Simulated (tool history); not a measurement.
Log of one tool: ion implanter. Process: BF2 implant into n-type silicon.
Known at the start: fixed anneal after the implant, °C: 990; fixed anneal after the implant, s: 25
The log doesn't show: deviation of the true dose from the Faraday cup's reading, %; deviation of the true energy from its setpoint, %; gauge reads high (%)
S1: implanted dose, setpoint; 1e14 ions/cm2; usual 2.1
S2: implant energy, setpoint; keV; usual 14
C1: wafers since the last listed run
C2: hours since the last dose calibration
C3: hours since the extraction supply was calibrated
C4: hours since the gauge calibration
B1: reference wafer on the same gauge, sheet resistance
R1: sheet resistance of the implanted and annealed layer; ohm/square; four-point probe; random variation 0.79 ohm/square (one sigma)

Run 1, hour 0: usual settings but S2 16.5 keV; C1 0; C2 683.3; C3 6063.2; C4 83.5; B1 603.78. Result: R1 507.16 ohm/square.
Run 2, hour 11.8: usual settings; C1 159; C2 695.1; C3 6075; C4 95.3; B1 603.75. Result: R1 519.45 ohm/square.
Run 3, hour 27.6: usual settings; C1 213; C2 710.9; C3 6090.8; C4 111.1; B1 604.41. Result: R1 519.08 ohm/square.
Run 4, hour 45.5: usual settings but S1 2.33 1e14 ions/cm2, S2 15.5 keV; C1 242; C2 728.8; C3 6108.7; C4 129; B1 604.22. Result: R1 468.39 ohm/square.
Run 5, hour 59.3: usual settings but S1 2.33 1e14 ions/cm2, S2 15.5 keV; C1 186; C2 742.6; C3 6122.5; C4 142.8; B1 603.93. Result: R1 466.14 ohm/square.
Run 6, hour 71.1: usual settings but S1 2.33 1e14 ions/cm2, S2 15.5 keV; C1 159; C2 754.4; C3 6134.3; C4 154.6; B1 603.89. Result: R1 468.9 ohm/square.
Run 7, hour 88.7: usual settings but S1 1.85 1e14 ions/cm2, S2 11 keV; C1 238; C2 772; C3 6151.9; C4 172.2; B1 603.95. Result: R1 598.23 ohm/square.
Run 8, hour 106: usual settings but S1 1.85 1e14 ions/cm2, S2 11 keV; C1 234; C2 789.3; C3 6169.2; C4 189.5; B1 604.15. Result: R1 596.76 ohm/square.
Run 9, hour 112.3: usual settings but S1 1.8 1e14 ions/cm2; C1 85; C2 795.6; C3 6175.5; C4 195.8; B1 604.22. Result: R1 589.15 ohm/square.
Run 10, hour 129.1: usual settings but S1 1.8 1e14 ions/cm2; C1 227; C2 812.4; C3 6192.3; C4 212.6; B1 604.29. Result: R1 591.43 ohm/square.
Run 11, hour 136.3: usual settings but S1 2.45 1e14 ions/cm2, S2 15 keV; C1 97; C2 819.6; C3 6199.5; C4 219.8; B1 604.29. Result: R1 449.3 ohm/square.
Run 12, hour 150.5: usual settings but S1 2.45 1e14 ions/cm2, S2 15 keV; C1 192; C2 833.8; C3 6213.7; C4 234; B1 603.9. Result: R1 449.08 ohm/square.
At hour 163.9: gauge calibrated.
Run 13, hour 165.1: usual settings; C1 197; C2 848.4; C3 6228.3; C4 1.2; B1 603.46. Result: R1 516.46 ohm/square.
Run 14, hour 182.4: usual settings; C1 234; C2 865.7; C3 6245.6; C4 18.5; B1 603.79. Result: R1 517.48 ohm/square.
Run 15, hour 191.7: usual settings; C1 125; C2 875; C3 6254.9; C4 27.8; B1 604.09. Result: R1 516.06 ohm/square.
Run 16, hour 208.2: usual settings but S1 2.33 1e14 ions/cm2; C1 223; C2 891.5; C3 6271.4; C4 44.3; B1 603.95. Result: R1 473.86 ohm/square.
Run 17, hour 214.4: usual settings but S2 16 keV; C1 83; C2 897.7; C3 6277.6; C4 50.5; B1 604.1. Result: R1 505.4 ohm/square.
Run 18, hour 230.6: usual settings but S1 2.3 1e14 ions/cm2, S2 15.5 keV; C1 219; C2 913.9; C3 6293.8; C4 66.7; B1 603.91. Result: R1 471.22 ohm/square.
Run 19, hour 239.1: usual settings but S1 2.36 1e14 ions/cm2; C1 115; C2 922.4; C3 6302.3; C4 75.2; B1 603.71. Result: R1 467.11 ohm/square.
Run 20, hour 247.6: usual settings; C1 115; C2 930.9; C3 6310.8; C4 83.7; B1 604.3. Result: R1 515.82 ohm/square.
Run 21, hour 261.5: usual settings but S1 1.75 1e14 ions/cm2, S2 12 keV; C1 188; C2 944.8; C3 6324.7; C4 97.6; B1 603.89. Result: R1 616.17 ohm/square.
At hour 279.2: Faraday cup replaced and dose calibrated.
Run 22, hour 279.7: usual settings but S2 17 keV; C1 138; C2 0.5; C3 6342.9; C4 115.8; B1 604.24. Result: R1 510.06 ohm/square.
Run 23, hour 284.1: usual settings but S2 12 keV; C1 59; C2 4.9; C3 6347.3; C4 120.2; B1 603.72. Result: R1 535.15 ohm/square.
Run 24, hour 293.7: usual settings but S1 1.92 1e14 ions/cm2; C1 130; C2 14.5; C3 6356.9; C4 129.8; B1 603.96. Result: R1 563.53 ohm/square.
Run 25, hour 306.8: usual settings but S1 1.73 1e14 ions/cm2, S2 16 keV; C1 177; C2 27.6; C3 6370; C4 142.9; B1 604.21. Result: R1 607.81 ohm/square.
Run 26, hour 315.1: usual settings but S2 16 keV; C1 112; C2 35.9; C3 6378.3; C4 151.2; B1 603.78. Result: R1 514.13 ohm/square.
At hour 332.9: extraction supply calibrated.
Run 27, hour 333.4: usual settings; C1 139; C2 54.2; C3 0.5; C4 169.5; B1 604.11. Result: R1 522.9 ohm/square.
Run 28, hour 335.5: usual settings but S1 1.68 1e14 ions/cm2, S2 16.5 keV; C1 28; C2 56.3; C3 2.6; C4 171.6; B1 604.17. Result: R1 623.27 ohm/square.
Run 29, hour 345.3: usual settings but S1 1.83 1e14 ions/cm2, S2 12 keV; C1 132; C2 66.1; C3 12.4; C4 181.4; B1 603.89. Result: R1 602.98 ohm/square.
Run 30, hour 362: usual settings but S1 2.43 1e14 ions/cm2, S2 16.5 keV; C1 226; C2 82.8; C3 29.1; C4 198.1; B1 603.97. Result: R1 452.25 ohm/square.
Run 31, hour 377.3: usual settings but S2 9.5 keV; C1 207; C2 98.1; C3 44.4; C4 213.4; B1 603.86. Result: R1 562.37 ohm/square.
At hour 380.9: gauge calibrated.
Run 32, hour 394: usual settings but S1 1.82 1e14 ions/cm2, S2 16 keV; C1 226; C2 114.8; C3 61.1; C4 13.1; B1 604.34. Result: R1 582.9 ohm/square.
Run 33, hour 410.2: usual settings but S1 1.84 1e14 ions/cm2, S2 11 keV; C1 219; C2 131; C3 77.3; C4 29.3; B1 603.64. Result: R1 607.07 ohm/square.
Run 34, hour 416.7: usual settings; C1 88; C2 137.5; C3 83.8; C4 35.8; B1 603.99. Result: R1 524.73 ohm/square.
Run 35, hour 425.4: usual settings but S1 2.68 1e14 ions/cm2; C1 117; C2 146.2; C3 92.5; C4 44.5; B1 604.13. Result: R1 428.04 ohm/square.

4 ways to go on from here, each from the tool as it stands after run 35. What would each give?
Run A, hour 425.8: usual settings; C1 5; C2 146.6; C3 92.9; C4 44.9; B1 ?. Result: R1 ?.
Run B, hour 425.8: usual settings but S1 1.58 1e14 ions/cm2, S2 10.5 keV; C1 5; C2 146.6; C3 92.9; C4 44.9; B1 ?. Result: R1 ?.
Run C, hour 425.8: usual settings but S1 2.69 1e14 ions/cm2, S2 9.5 keV; C1 5; C2 146.6; C3 92.9; C4 44.9; B1 ?. Result: R1 ?.
Run D, hour 425.8: usual settings but S2 18.5 keV; C1 5; C2 146.6; C3 92.9; C4 44.9; B1 ?. Result: R1 ?.

run      B1      R1
  A  603.67  521.91
  B  603.67  693.19
  C  603.67  466.33
  D  603.67  504.22
Without the tool's hidden state the same runs would have given:
run      R1
  A  522.28
  B  693.67
  C  466.61
  D  504.58

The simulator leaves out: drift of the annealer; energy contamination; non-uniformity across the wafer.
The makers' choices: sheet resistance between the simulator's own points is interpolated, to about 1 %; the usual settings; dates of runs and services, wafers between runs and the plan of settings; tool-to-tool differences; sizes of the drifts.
